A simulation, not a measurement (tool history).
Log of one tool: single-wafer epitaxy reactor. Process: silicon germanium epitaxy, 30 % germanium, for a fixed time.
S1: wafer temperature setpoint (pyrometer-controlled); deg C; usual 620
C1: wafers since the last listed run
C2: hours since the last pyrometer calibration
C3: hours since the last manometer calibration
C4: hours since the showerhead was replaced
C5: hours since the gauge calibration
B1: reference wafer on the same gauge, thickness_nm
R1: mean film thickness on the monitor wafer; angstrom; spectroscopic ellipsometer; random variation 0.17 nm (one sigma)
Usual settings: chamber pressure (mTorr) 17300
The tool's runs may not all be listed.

Run 1, hour 0.0: usual settings but S1 615 deg C; C1 0; C2 1462.2; C3 2578.1; C4 3724.1; C5 1385.4; B1 86.128. Result: R1 690.37 angstrom.
Run 2, hour 187.8: usual settings but S1 615 deg C; C1 1982; C2 1650.0; C3 2765.9; C4 3911.9; C5 1573.2; B1 86.205. Result: R1 692.51 angstrom.
Run 3, hour 247.3: usual settings but S1 615 deg C; C1 628; C2 1709.5; C3 2825.4; C4 3971.4; C5 1632.7; B1 86.259. Result: R1 689.64 angstrom.
Run 4, hour 299.7: usual settings; C1 553; C2 1761.9; C3 2877.8; C4 4023.8; C5 1685.1; B1 86.262. Result: R1 763.23 angstrom.
Run 5, hour 335.1: usual settings; C1 373; C2 1797.3; C3 2913.2; C4 4059.2; C5 1720.5; B1 86.216. Result: R1 760.27 angstrom.
Run 6, hour 380.7: usual settings; C1 481; C2 1842.9; C3 2958.8; C4 4104.8; C5 1766.1; B1 86.245. Result: R1 764.53 angstrom.
At hour 433.0: capacitance manometer re-zeroed and calibrated.
Run 7, hour 444.4: usual settings; C1 588; C2 1906.6; C3 11.4; C4 4168.5; C5 1829.8; B1 86.265. Result: R1 763.98 angstrom.
Run 8, hour 496.7: usual settings; C1 552; C2 1958.9; C3 63.7; C4 4220.8; C5 1882.1; B1 86.330. Result: R1 766.29 angstrom.
Run 9, hour 565.4: usual settings; C1 725; C2 2027.6; C3 132.4; C4 4289.5; C5 1950.8; B1 86.278. Result: R1 762.95 angstrom.
Run 10, hour 609.2: usual settings; C1 462; C2 2071.4; C3 176.2; C4 4333.3; C5 1994.6; B1 86.301. Result: R1 762.19 angstrom.
Run 11, hour 651.9: usual settings; C1 450; C2 2114.1; C3 218.9; C4 4376.0; C5 2037.3; B1 86.300. Result: R1 763.92 angstrom.
At hour 657.9: gauge calibrated.
Run 12, hour 684.8: usual settings but S1 608 deg C; C1 347; C2 2147.0; C3 251.8; C4 4408.9; C5 26.9; B1 84.621. Result: R1 589.17 angstrom.
Run 13, hour 713.4: usual settings but S1 608 deg C; C1 301; C2 2175.6; C3 280.4; C4 4437.5; C5 55.5; B1 84.697. Result: R1 588.33 angstrom.
Run 14, hour 739.2: usual settings but chamber pressure (mTorr) 18900; C1 272; C2 2201.4; C3 306.2; C4 4463.3; C5 81.3; B1 84.771. Result: R1 776.94 angstrom.
At hour 773.8: showerhead replaced.
Run 15, hour 775.3: usual settings; C1 296; C2 2237.5; C3 342.3; C4 1.5; C5 117.4; B1 84.840. Result: R1 747.16 angstrom.
Run 16, hour 826.0: usual settings but S1 627 deg C, chamber pressure (mTorr) 13600; C1 535; C2 2288.2; C3 393.0; C4 52.2; C5 168.1; B1 84.961. Result: R1 787.17 angstrom.
Run 17, hour 859.9: usual settings but S1 612 deg C, chamber pressure (mTorr) 20900; C1 357; C2 2322.1; C3 426.9; C4 86.1; C5 202.0; B1 84.993. Result: R1 684.88 angstrom.
Run 18, hour 885.9: usual settings but S1 615 deg C, chamber pressure (mTorr) 15300; C1 274; C2 2348.1; C3 452.9; C4 112.1; C5 228.0; B1 85.073. Result: R1 649.94 angstrom.
Run 19, hour 947.3: usual settings; C1 648; C2 2409.5; C3 514.3; C4 173.5; C5 289.4; B1 85.130. Result: R1 752.91 angstrom.
Run 20, hour 1007.2: usual settings but S1 611 deg C, chamber pressure (mTorr) 18500; C1 632; C2 2469.4; C3 574.2; C4 233.4; C5 349.3; B1 85.272. Result: R1 645.30 angstrom.
Run 21, hour 1061.4: usual settings but S1 628 deg C, chamber pressure (mTorr) 15800; C1 572; C2 2523.6; C3 628.4; C4 287.6; C5 403.5; B1 85.347. Result: R1 856.00 angstrom.
Run 22, hour 1107.1: usual settings but S1 607 deg C, chamber pressure (mTorr) 18600; C1 482; C2 2569.3; C3 674.1; C4 333.3; C5 449.2; B1 85.364. Result: R1 595.43 angstrom.
Run 23, hour 1131.3: usual settings but chamber pressure (mTorr) 20900; C1 255; C2 2593.5; C3 698.3; C4 357.5; C5 473.4; B1 85.443. Result: R1 812.83 angstrom.
At hour 1145.2: pyrometer calibrated.
Run 24, hour 1202.7: usual settings but S1 624 deg C; C1 669; C2 57.5; C3 769.7; C4 428.9; C5 544.8; B1 85.491. Result: R1 820.64 angstrom.
Run 25, hour 1229.1: usual settings but S1 627 deg C, chamber pressure (mTorr) 20400; C1 278; C2 83.9; C3 796.1; C4 455.3; C5 571.2; B1 85.554. Result: R1 925.11 angstrom.
Run 26, hour 1300.3: usual settings; C1 751; C2 155.1; C3 867.3; C4 526.5; C5 642.4; B1 85.557. Result: R1 757.79 angstrom.
Run 27, hour 1343.2: usual settings but S1 606 deg C, chamber pressure (mTorr) 18500; C1 452; C2 198.0; C3 910.2; C4 569.4; C5 685.3; B1 85.653. Result: R1 582.08 angstrom.
Run 28, hour 1414.8: usual settings but S1 629 deg C, chamber pressure (mTorr) 21300; C1 755; C2 269.6; C3 981.8; C4 641.0; C5 756.9; B1 85.736. Result: R1 982.90 angstrom.
Run 29, hour 1455.5: usual settings but S1 611 deg C; C1 429; C2 310.3; C3 1022.5; C4 681.7; C5 797.6; B1 85.749. Result: R1 633.97 angstrom.
Run 30, hour 1521.6: usual settings; C1 697; C2 376.4; C3 1088.6; C4 747.8; C5 863.7; B1 85.822. Result: R1 757.93 angstrom.
Run 31, hour 1579.1: usual settings but S1 609 deg C, chamber pressure (mTorr) 13400; C1 607; C2 433.9; C3 1146.1; C4 805.3; C5 921.2; B1 85.819. Result: R1 554.35 angstrom.
Run 32, hour 1619.5: usual settings but S1 626 deg C, chamber pressure (mTorr) 16100; C1 426; C2 474.3; C3 1186.5; C4 845.7; C5 961.6; B1 85.828. Result: R1 829.33 angstrom.
Run 33, hour 1649.4: usual settings but S1 632 deg C, chamber pressure (mTorr) 18600; C1 315; C2 504.2; C3 1216.4; C4 875.6; C5 991.5; B1 85.820. Result: R1 982.74 angstrom.
Run 34, hour 1706.8: usual settings but S1 631 deg C, chamber pressure (mTorr) 20800; C1 606; C2 561.6; C3 1273.8; C4 933.0; C5 1048.9; B1 85.860. Result: R1 1014.11 angstrom.

5 ways to go on from here, each from the tool as it stands after run 34. What would each give?
Run A, hour 1707.2: usual settings but chamber pressure (mTorr) 20400; C1 4; C2 562.0; C3 1274.2; C4 933.4; C5 1049.3; B1 ?. Result: R1 ?.
Run B, hour 1707.2: usual settings but S1 633 deg C, chamber pressure (mTorr) 20600; C1 4; C2 562.0; C3 1274.2; C4 933.4; C5 1049.3; B1 ?. Result: R1 ?.
Run C, hour 1707.2: usual settings but S1 628 deg C, chamber pressure (mTorr) 13500; C1 4; C2 562.0; C3 1274.2; C4 933.4; C5 1049.3; B1 ?. Result: R1 ?.
Run D, hour 1707.2: usual settings but S1 607 deg C, chamber pressure (mTorr) 13900; C1 4; C2 562.0; C3 1274.2; C4 933.4; C5 1049.3; B1 ?. Result: R1 ?.
Run E, hour 1707.2: usual settings but S1 631 deg C, chamber pressure (mTorr) 15300; C1 4; C2 562.0; C3 1274.2; C4 933.4; C5 1049.3; B1 ?. Result: R1 ?.

run      B1       R1
  A  85.886   808.48
  B  85.886  1046.63
  C  85.886   811.95
  D  85.886   538.85
  E  85.886   901.19
Without the tool's hidden state the same runs would have given:
run       R1
  A   795.45
  B  1029.76
  C   798.87
  D   530.17
  E   886.67

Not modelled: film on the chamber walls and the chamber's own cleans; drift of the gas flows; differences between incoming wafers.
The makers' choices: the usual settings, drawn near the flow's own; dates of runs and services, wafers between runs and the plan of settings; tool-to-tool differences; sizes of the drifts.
